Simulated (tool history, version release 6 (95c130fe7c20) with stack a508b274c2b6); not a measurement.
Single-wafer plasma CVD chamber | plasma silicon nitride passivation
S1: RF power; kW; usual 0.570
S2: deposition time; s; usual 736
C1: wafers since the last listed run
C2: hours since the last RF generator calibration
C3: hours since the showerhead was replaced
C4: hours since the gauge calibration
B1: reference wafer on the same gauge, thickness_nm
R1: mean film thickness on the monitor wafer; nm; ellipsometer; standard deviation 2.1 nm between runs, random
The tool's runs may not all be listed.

run	hour	S1	S2	C1	C2	C3	C4	B1	R1
1	0.0	0.570	736	0	1214.6	2346.1	93.3	940.424	1086.666
2	11.2	0.570	736	22	1225.8	2357.3	104.5	939.419	1089.206
3	28.9	0.570	736	35	1243.5	2375.0	122.2	939.966	1085.505
4	43.6	0.525	822	29	1258.2	2389.7	136.9	939.363	1161.763
5	50.8	0.570	736	14	1265.4	2396.9	144.1	940.526	1082.947
6	62.7	0.570	736	23	1277.3	2408.8	156.0	939.168	1083.967
7	74.5	0.570	736	23	1289.1	2420.6	167.8	939.562	1079.615
8	86.3	0.490	697	23	1300.9	2432.4	179.6	939.803	948.593
9	94.7	0.490	697	16	1309.3	2440.8	188.0	940.271	945.125
10	101.7	0.640	736	13	1316.3	2447.8	195.0	939.957	1144.124
11	115.1	0.570	736	26	1329.7	2461.2	208.4	940.863	1082.200
12	121.6	0.570	736	12	1336.2	2467.7	214.9	940.204	1080.434
13	130.3	0.570	736	17	1344.9	2476.4	223.6	939.226	1081.159

Run 14, settings as shown, results not yet in. Your forecast:
14	137.0	0.465	813	13	1351.6	2483.1	230.3	?	?

Logged for run 14: B1 940.304, R1 1066.846 nm.
On a tool with no hidden condition, and with the same random variation, this run would have come out at R1 1112.205 nm.
